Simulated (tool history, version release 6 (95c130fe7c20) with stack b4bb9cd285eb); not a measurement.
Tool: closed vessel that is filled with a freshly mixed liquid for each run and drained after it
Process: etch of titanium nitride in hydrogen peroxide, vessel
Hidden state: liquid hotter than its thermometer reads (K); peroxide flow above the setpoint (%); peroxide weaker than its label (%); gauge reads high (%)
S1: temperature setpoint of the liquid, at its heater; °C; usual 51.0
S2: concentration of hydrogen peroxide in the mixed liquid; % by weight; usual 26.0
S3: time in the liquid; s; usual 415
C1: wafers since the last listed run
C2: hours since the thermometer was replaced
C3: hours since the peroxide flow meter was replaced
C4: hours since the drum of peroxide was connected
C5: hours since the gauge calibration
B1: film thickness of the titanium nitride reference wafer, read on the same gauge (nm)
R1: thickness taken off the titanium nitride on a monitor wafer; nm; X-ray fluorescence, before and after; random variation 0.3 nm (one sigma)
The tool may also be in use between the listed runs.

{"run": 1, "hour": 0.0, "S1": 51.0, "S2": 26.0, "S3": 235, "C1": 0, "C2": 760.3, "C3": 1544.6, "C4": 83.7, "C5": 1719.6, "B1": 130.0, "R1": 23.4}
{"hour": 50.2, "done": "thermometer replaced"}
{"run": 2, "hour": 86.4, "S1": 51.0, "S2": 26.0, "S3": 235, "C1": 7165, "C2": 36.2, "C3": 1631.0, "C4": 170.1, "C5": 1806.0, "B1": 129.99, "R1": 21.45}
{"hour": 90.5, "done": "peroxide flow meter replaced"}
{"run": 3, "hour": 123.6, "S1": 51.0, "S2": 26.0, "S3": 415, "C1": 3037, "C2": 73.4, "C3": 33.1, "C4": 207.3, "C5": 1843.2, "B1": 130.02, "R1": 37.9}
{"run": 4, "hour": 177.8, "S1": 51.0, "S2": 22.0, "S3": 300, "C1": 4547, "C2": 127.6, "C3": 87.3, "C4": 261.5, "C5": 1897.4, "B1": 130.0, "R1": 27.3}
{"hour": 241.4, "done": "gauge calibrated"}
{"run": 5, "hour": 251.3, "S1": 51.0, "S2": 24.0, "S3": 415, "C1": 6166, "C2": 201.1, "C3": 160.8, "C4": 335.0, "C5": 9.9, "B1": 130.0, "R1": 38.56}
{"run": 6, "hour": 313.4, "S1": 51.0, "S2": 26.0, "S3": 415, "C1": 5210, "C2": 263.2, "C3": 222.9, "C4": 397.1, "C5": 72.0, "B1": 130.01, "R1": 39.05}
{"run": 7, "hour": 362.1, "S1": 51.0, "S2": 26.0, "S3": 415, "C1": 4086, "C2": 311.9, "C3": 271.6, "C4": 445.8, "C5": 120.7, "B1": 129.98, "R1": 39.29}
{"run": 8, "hour": 444.1, "S1": 51.0, "S2": 26.0, "S3": 415, "C1": 6880, "C2": 393.9, "C3": 353.6, "C4": 527.8, "C5": 202.7, "B1": 130.01, "R1": 39.5}
{"run": 9, "hour": 481.4, "S1": 51.0, "S2": 26.0, "S3": 415, "C1": 3129, "C2": 431.2, "C3": 390.9, "C4": 565.1, "C5": 240.0, "B1": 130.0, "R1": 40.14}
{"run": 10, "hour": 548.6, "S1": 51.0, "S2": 26.0, "S3": 415, "C1": 5638, "C2": 498.4, "C3": 458.1, "C4": 632.3, "C5": 307.2, "B1": 129.99, "R1": 40.36}
{"hour": 724.9, "done": "new drum of peroxide connected"}
{"run": 11, "hour": 752.5, "S1": 51.0, "S2": 26.0, "S3": 415, "C1": 17023, "C2": 702.3, "C3": 662.0, "C4": 27.6, "C5": 511.1, "B1": 129.99, "R1": 41.47}
{"run": 12, "hour": 805.4, "S1": 51.0, "S2": 19.0, "S3": 610, "C1": 4438, "C2": 755.2, "C3": 714.9, "C4": 80.5, "C5": 564.0, "B1": 129.99, "R1": 57.47}
{"run": 13, "hour": 845.6, "S1": 51.0, "S2": 26.0, "S3": 415, "C1": 3372, "C2": 795.4, "C3": 755.1, "C4": 120.7, "C5": 604.2, "B1": 130.0, "R1": 42.04}
{"run": 14, "hour": 897.7, "S1": 51.0, "S2": 26.0, "S3": 415, "C1": 4371, "C2": 847.5, "C3": 807.2, "C4": 172.8, "C5": 656.3, "B1": 130.0, "R1": 42.34}
{"run": 15, "hour": 949.2, "S1": 51.0, "S2": 26.0, "S3": 170, "C1": 4321, "C2": 899.0, "C3": 858.7, "C4": 224.3, "C5": 707.8, "B1": 130.0, "R1": 17.47}
{"hour": 961.7, "done": "thermometer replaced"}
{"run": 16, "hour": 1012.5, "S1": 57.5, "S2": 26.0, "S3": 415, "C1": 5227, "C2": 50.8, "C3": 922.0, "C4": 287.6, "C5": 771.1, "B1": 130.01, "R1": 60.31}
{"run": 17, "hour": 1292.2, "S1": 51.0, "S2": 22.0, "S3": 415, "C1": 23467, "C2": 330.5, "C3": 1201.7, "C4": 567.3, "C5": 1050.8, "B1": 129.99, "R1": 37.79}
{"run": 18, "hour": 1347.4, "S1": 57.5, "S2": 19.5, "S3": 545, "C1": 4631, "C2": 385.7, "C3": 1256.9, "C4": 622.5, "C5": 1106.0, "B1": 129.99, "R1": 77.06}
{"hour": 1409.4, "done": "peroxide flow meter replaced"}
{"run": 19, "hour": 1429.4, "S1": 57.5, "S2": 21.0, "S3": 415, "C1": 6796, "C2": 467.7, "C3": 20.0, "C4": 704.5, "C5": 1188.0, "B1": 130.03, "R1": 60.23}
{"run": 20, "hour": 1488.8, "S1": 56.0, "S2": 26.0, "S3": 415, "C1": 4983, "C2": 527.1, "C3": 79.4, "C4": 763.9, "C5": 1247.4, "B1": 130.0, "R1": 57.1}
{"run": 21, "hour": 1525.3, "S1": 51.0, "S2": 26.0, "S3": 415, "C1": 3062, "C2": 563.6, "C3": 115.9, "C4": 800.4, "C5": 1283.9, "B1": 130.01, "R1": 40.0}
{"run": 22, "hour": 1570.8, "S1": 47.0, "S2": 29.5, "S3": 305, "C1": 3817, "C2": 609.1, "C3": 161.4, "C4": 845.9, "C5": 1329.4, "B1": 130.0, "R1": 23.24}
{"run": 23, "hour": 1660.2, "S1": 51.0, "S2": 26.0, "S3": 415, "C1": 7500, "C2": 698.5, "C3": 250.8, "C4": 935.3, "C5": 1418.8, "B1": 130.01, "R1": 41.5}
{"hour": 1675.1, "done": "new drum of peroxide connected"}
{"run": 24, "hour": 1727.8, "S1": 51.0, "S2": 26.0, "S3": 415, "C1": 5587, "C2": 766.1, "C3": 318.4, "C4": 52.7, "C5": 1486.4, "B1": 130.01, "R1": 41.54}
{"run": 25, "hour": 1815.1, "S1": 41.5, "S2": 26.0, "S3": 170, "C1": 7324, "C2": 853.4, "C3": 405.7, "C4": 140.0, "C5": 1573.7, "B1": 130.0, "R1": 8.65}
{"run": 26, "hour": 1852.6, "S1": 51.0, "S2": 26.0, "S3": 415, "C1": 3146, "C2": 890.9, "C3": 443.2, "C4": 177.5, "C5": 1611.2, "B1": 129.99, "R1": 41.85}
{"hour": 1867.3, "done": "thermometer replaced"}
{"run": 27, "hour": 1916.5, "S1": 47.0, "S2": 24.0, "S3": 525, "C1": 5277, "C2": 49.2, "C3": 507.1, "C4": 241.4, "C5": 1675.1, "B1": 130.01, "R1": 35.47}
{"run": 28, "hour": 2004.1, "S1": 45.5, "S2": 28.0, "S3": 345, "C1": 7349, "C2": 136.8, "C3": 594.7, "C4": 329.0, "C5": 1762.7, "B1": 129.97, "R1": 21.8}
{"run": 29, "hour": 2066.3, "S1": 61.0, "S2": 30.0, "S3": 275, "C1": 5218, "C2": 199.0, "C3": 656.9, "C4": 391.2, "C5": 1824.9, "B1": 129.99, "R1": 52.43}
{"run": 30, "hour": 2138.6, "S1": 44.5, "S2": 26.0, "S3": 415, "C1": 6066, "C2": 271.3, "C3": 729.2, "C4": 463.5, "C5": 1897.2, "B1": 130.0, "R1": 24.46}

3 ways to go on from here, each from the tool as it stands after run 30. What would each give?
{"run": "A", "hour": 2139.4, "S1": 51.0, "S2": 23.5, "S3": 415, "C1": 67, "C2": 272.1, "C3": 730.0, "C4": 464.3, "C5": 1898.0, "B1": "?", "R1": "?"}
{"run": "B", "hour": 2139.4, "S1": 46.5, "S2": 26.0, "S3": 510, "C1": 67, "C2": 272.1, "C3": 730.0, "C4": 464.3, "C5": 1898.0, "B1": "?", "R1": "?"}
{"run": "C", "hour": 2139.4, "S1": 44.0, "S2": 26.0, "S3": 540, "C1": 67, "C2": 272.1, "C3": 730.0, "C4": 464.3, "C5": 1898.0, "B1": "?", "R1": "?"}

run=A B1=130.01 R1=38.08
run=B B1=130.01 R1=34.52
run=C B1=130.01 R1=30.36
Without the tool's hidden state the same runs would have given:
run=A R1=36.61
run=B R1=33.14
run=C R1=29.14
